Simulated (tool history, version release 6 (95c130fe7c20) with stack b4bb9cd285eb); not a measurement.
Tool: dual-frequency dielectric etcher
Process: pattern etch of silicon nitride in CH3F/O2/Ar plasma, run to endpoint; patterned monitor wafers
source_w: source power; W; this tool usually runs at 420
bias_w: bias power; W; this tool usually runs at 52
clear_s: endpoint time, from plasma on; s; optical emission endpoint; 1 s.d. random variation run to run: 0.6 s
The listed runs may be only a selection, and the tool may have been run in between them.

run    hour  source_w  bias_w  wafers since the last listed run  hours since the last wet clean  hours since the last source power generator calibration  hours since the last bias power generator calibration  hours since the last upper electrode change  incoming incoming film thickness, nm  clear_s
  1       0       420      52                                 0                           430.6                                                   3067.8                                                 2783.1                                       4073.7                                  54.6    106.4
  2    91.1       420      52                               885                           521.7                                                   3158.9                                                 2874.2                                       4164.8                                  54.9    106.9
  3   153.7       370      52                               608                           584.3                                                   3221.5                                                 2936.8                                       4227.4                                  54.6    115.1
      200.5  -- wet clean of the chamber
  4   205.1       370      52                               266                             4.6                                                   3272.9                                                 2988.2                                       4278.8                                  54.5    113.5
  5   276.5       420      52                               694                              76                                                   3344.3                                                 3059.6                                       4350.2                                  54.9    105.8
  6   335.1       420      52                               569                           134.6                                                   3402.9                                                 3118.2                                       4408.8                                  54.6    105.5
  7   371.1       420      52                               350                           170.6                                                   3438.9                                                 3154.2                                       4444.8                                    54    104.5
  8   465.2       420      52                               915                           264.7                                                     3533                                                 3248.3                                       4538.9                                  54.7    106.2
  9   508.1       420      52                               417                           307.6                                                   3575.9                                                 3291.2                                       4581.8                                  54.6    107.2
 10   614.9       420      52                              1038                           414.4                                                   3682.7                                                   3398                                       4688.6                                  54.6    106.4
 11   654.1       420      52                               381                           453.6                                                   3721.9                                                 3437.2                                       4727.8                                  55.2    107.9
 12   732.4       420      52                               761                           531.9                                                   3800.2                                                 3515.5                                       4806.1                                  54.3    106.3
      858.8  -- wet clean of the chamber
 13   859.3       420      52                              1000                             0.5                                                   3927.1                                                 3642.4                                         4933                                  54.6    102.9
 14   939.9       420      56                               783                            81.1                                                   4007.7                                                   3723                                       5013.6                                    54    101.5
 15    1006       320      58                               642                           147.2                                                   4073.8                                                 3789.1                                       5079.7                                  54.5    122.5
     1062.3  -- bias power generator calibrated
 16  1089.9       420      52                               777                           231.1                                                   4157.7                                                   27.6                                       5163.6                                  54.5    105.3
 17  1126.6       390      52                               356                           267.8                                                   4194.4                                                   64.3                                       5200.3                                  54.4      110
       1204  -- upper electrode replaced
 18  1301.1       420      52                              1463                           442.3                                                   4368.9                                                  238.8                                         97.1                                  54.3    106.3
 19  1370.3       320      58                               672                           511.5                                                   4438.1                                                    308                                        166.3                                  54.8    125.8
     1437.9  -- wet clean of the chamber
 20  1562.3       420      52                              1633                           124.4                                                   4630.1                                                    500                                        358.3                                  55.1    106.4
 21  1663.4       370      46                               983                           225.5                                                   4731.2                                                  601.1                                        459.4                                  54.9    118.1
       1674  -- source power generator calibrated
 22  1757.6       390      39                               877                           319.7                                                     83.6                                                  695.3                                        553.6                                    54    117.3
 23  1833.1       350      41                               734                           395.2                                                    159.1                                                  770.8                                        629.1                                    54    124.2
 24  1887.9       460      60                               532                             450                                                    213.9                                                  825.6                                        683.9                                  54.4       97
 25  1959.2       510      52                               693                           521.3                                                    285.2                                                  896.9                                        755.2                                  54.6     95.2
     2047.5  -- wet clean of the chamber
 26    2048       420      52                               630                             0.5                                                      374                                                  985.7                                          844                                  54.5    103.5
 27  2119.1       420      44                               691                            71.6                                                    445.1                                                 1056.8                                        915.1                                  54.5    107.7
 28  2210.3       490      62                               886                           162.8                                                    536.3                                                   1148                                       1006.3                                  54.5     90.1

3 ways to go on from here, each from the tool as it stands after run 28. What would each give?
  A  2210.7       420      58                                 3                           163.2                                                    536.7                                                 1148.4                                       1006.7                                  54.7        ?
  B  2210.7       510      57                                 3                           163.2                                                    536.7                                                 1148.4                                       1006.7                                  54.7        ?
  C  2210.7       510      48                                 3                           163.2                                                    536.7                                                 1148.4                                       1006.7                                  54.7        ?

run  clear_s
  A    102.7
  B       92
  C     95.9
With the hidden condition removed and each run's random variation left untouched, the same runs would have given:
run  clear_s
  A    102.3
  B     91.7
  C     95.6

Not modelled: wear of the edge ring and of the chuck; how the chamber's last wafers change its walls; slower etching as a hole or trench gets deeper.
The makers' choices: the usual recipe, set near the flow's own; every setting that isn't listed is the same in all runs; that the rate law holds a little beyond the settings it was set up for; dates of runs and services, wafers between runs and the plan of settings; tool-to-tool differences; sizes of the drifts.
